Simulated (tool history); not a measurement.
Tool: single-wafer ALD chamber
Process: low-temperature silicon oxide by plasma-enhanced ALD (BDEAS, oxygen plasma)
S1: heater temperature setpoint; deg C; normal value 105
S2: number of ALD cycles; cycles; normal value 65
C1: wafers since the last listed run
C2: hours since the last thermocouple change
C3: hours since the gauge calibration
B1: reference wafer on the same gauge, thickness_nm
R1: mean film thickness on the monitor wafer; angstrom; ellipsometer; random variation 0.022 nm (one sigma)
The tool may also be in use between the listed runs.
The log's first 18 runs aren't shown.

Run 19, day 69.708: usual settings; C1 243; C2 477.2; C3 2334.8; B1 9.459. Result: R1 88.97 angstrom.
At day 70.575: thermocouple changed; heater temperature recalibrated, repeated, since the last time left the tool worse.
Run 20, day 73.883: usual settings; C1 262; C2 79.4; C3 2435.0; B1 9.474. Result: R1 87.60 angstrom.
Run 21, day 78.008: usual settings; C1 281; C2 178.4; C3 2534.0; B1 9.471. Result: R1 87.55 angstrom.
Run 22, day 80.504: usual settings but S2 57 cycles; C1 170; C2 238.3; C3 2593.9; B1 9.465. Result: R1 77.06 angstrom.
Run 23, day 84.383: usual settings but S2 53 cycles; C1 264; C2 331.4; C3 2687.0; B1 9.454. Result: R1 71.40 angstrom.
Run 24, day 88.312: usual settings but S1 93 deg C, S2 68 cycles; C1 268; C2 425.7; C3 2781.3; B1 9.459. Result: R1 94.73 angstrom.
Run 25, day 90.038: usual settings; C1 117; C2 467.1; C3 2822.7; B1 9.469. Result: R1 88.09 angstrom.
Run 26, day 92.346: usual settings but S1 93 deg C, S2 54 cycles; C1 157; C2 522.5; C3 2878.1; B1 9.458. Result: R1 75.44 angstrom.
Run 27, day 96.658: usual settings but S1 98 deg C, S2 70 cycles; C1 294; C2 626.0; C3 2981.6; B1 9.462. Result: R1 96.02 angstrom.
Run 28, day 98.383: usual settings; C1 117; C2 667.4; C3 3023.0; B1 9.470. Result: R1 87.66 angstrom.
Run 29, day 101.512: usual settings but S1 114 deg C, S2 54 cycles; C1 213; C2 742.5; C3 3098.1; B1 9.453. Result: R1 71.86 angstrom.
Run 30, day 104.642: usual settings but S1 91 deg C; C1 213; C2 817.6; C3 3173.2; B1 9.454. Result: R1 90.96 angstrom.
Run 31, day 109.138: usual settings but S2 58 cycles; C1 307; C2 925.5; C3 3281.1; B1 9.460. Result: R1 78.58 angstrom.
Run 32, day 112.046: usual settings but S1 94 deg C, S2 78 cycles; C1 198; C2 995.3; C3 3350.9; B1 9.461. Result: R1 108.96 angstrom.
Run 33, day 116.525: usual settings but S1 93 deg C, S2 71 cycles; C1 305; C2 1102.8; C3 3458.4; B1 9.454. Result: R1 99.26 angstrom.
At day 121.558: gauge calibrated.
Run 34, day 127.550: usual settings but S1 120 deg C, S2 77 cycles; C1 753; C2 1367.4; C3 143.8; B1 9.457. Result: R1 101.51 angstrom.
Run 35, day 129.429: usual settings; C1 128; C2 1412.5; C3 188.9; B1 9.465. Result: R1 88.22 angstrom.
Run 36, day 133.700: usual settings but S1 116 deg C, S2 76 cycles; C1 291; C2 1515.0; C3 291.4; B1 9.460. Result: R1 100.71 angstrom.
Run 37, day 137.025: usual settings; C1 227; C2 1594.8; C3 371.2; B1 9.463. Result: R1 88.29 angstrom.
Run 38, day 139.900: usual settings; C1 196; C2 1663.8; C3 440.2; B1 9.464. Result: R1 88.01 angstrom.
Run 39, day 144.083: usual settings but S1 95 deg C, S2 60 cycles; C1 285; C2 1764.2; C3 540.6; B1 9.464. Result: R1 83.87 angstrom.
Run 40, day 145.771: usual settings but S2 75 cycles; C1 115; C2 1804.7; C3 581.1; B1 9.462. Result: R1 101.28 angstrom.

Run 41, settings as shown, results not yet in. Your forecast:
Run 41, day 149.742: usual settings; C1 271; C2 1900.0; C3 676.4; B1 ?. Result: R1 ?.

B1: 9.451
R1: 88.02 angstrom
Had the tool carried no hidden state, the very same run would have given R1 87.63 angstrom.

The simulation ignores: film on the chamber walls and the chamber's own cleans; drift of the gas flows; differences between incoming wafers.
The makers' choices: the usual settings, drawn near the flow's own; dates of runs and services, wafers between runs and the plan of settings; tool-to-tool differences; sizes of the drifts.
